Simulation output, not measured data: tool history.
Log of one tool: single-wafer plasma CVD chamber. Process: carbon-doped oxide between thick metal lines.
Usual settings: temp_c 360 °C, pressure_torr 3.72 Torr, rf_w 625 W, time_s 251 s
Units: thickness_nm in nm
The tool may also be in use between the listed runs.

run,hour,temp_c,pressure_torr,rf_w,time_s,wafers since the last listed run,hours since the last thermocouple change,hours since the last RF generator calibration,hours since the last manometer calibration,hours since the showerhead was replaced,hours since the gauge calibration,"read-back reference wafer on the same gauge, thickness_nm",thickness_nm
1,0.0,360,3.72,625,251,0,1312.7,1057.1,2077.2,3801.0,61.9,1561.370,1322.473
2,12.8,360,3.72,625,251,65,1325.5,1069.9,2090.0,3813.8,74.7,1561.798,1332.819
3,30.2,360,3.38,625,251,89,1342.9,1087.3,2107.4,3831.2,92.1,1560.872,1292.737
4,47.4,360,3.38,625,251,88,1360.1,1104.5,2124.6,3848.4,109.3,1559.549,1301.907
5,63.1,360,3.38,625,251,80,1375.8,1120.2,2140.3,3864.1,125.0,1559.905,1301.633
6,74.4,360,3.72,625,265,58,1387.1,1131.5,2151.6,3875.4,136.3,1559.775,1396.561
7,85.4,360,3.72,625,286,56,1398.1,1142.5,2162.6,3886.4,147.3,1559.564,1507.682
# hour 93.8: showerhead replaced
# hour 97.3: RF generator calibrated
8,99.7,360,3.72,625,286,14,1412.4,2.4,2176.9,5.9,161.6,1559.899,1510.628
9,112.6,352,3.20,625,251,66,1425.3,15.3,2189.8,18.8,174.5,1561.703,1317.786
10,119.8,350,3.72,625,237,37,1432.5,22.5,2197.0,26.0,181.7,1560.809,1287.471
11,127.6,368,3.72,730,251,40,1440.3,30.3,2204.8,33.8,189.5,1559.812,1452.185
12,143.7,360,2.86,695,276,82,1456.4,46.4,2220.9,49.9,205.6,1560.472,1508.831
# hour 149.5: gauge calibrated
# hour 159.3: capacitance manometer re-zeroed and calibrated
13,160.5,355,3.02,725,265,45,1473.2,63.2,1.2,66.7,11.0,1560.573,1521.497
# hour 174.1: thermocouple changed; heater temperature recalibrated
14,199.8,374,3.31,625,233,161,25.7,102.5,40.5,106.0,50.3,1559.985,1162.349
15,213.8,374,3.31,625,233,72,39.7,116.5,54.5,120.0,64.3,1561.096,1157.952
16,231.3,360,3.72,530,209,90,57.2,134.0,72.0,137.5,81.8,1559.695,967.985
17,245.4,355,3.72,700,238,72,71.3,148.1,86.1,151.6,95.9,1560.527,1390.322

4 ways to go on from here, each from the tool as it stands after run 17. What would each give?
A,245.9,360,3.72,625,251,2,71.8,148.6,86.6,152.1,96.4,?,?
B,245.9,360,3.24,625,251,2,71.8,148.6,86.6,152.1,96.4,?,?
C,245.9,349,3.16,735,212,2,71.8,148.6,86.6,152.1,96.4,?,?
D,245.9,374,3.72,625,251,2,71.8,148.6,86.6,152.1,96.4,?,?

run,"read-back reference wafer on the same gauge, thickness_nm",thickness_nm
A,1559.723,1323.399
B,1559.723,1290.712
C,1559.723,1263.633
D,1559.723,1279.313
Without the tool's hidden state the same runs would have given:
run,thickness_nm
A,1323.399
B,1290.712
C,1263.633
D,1279.313
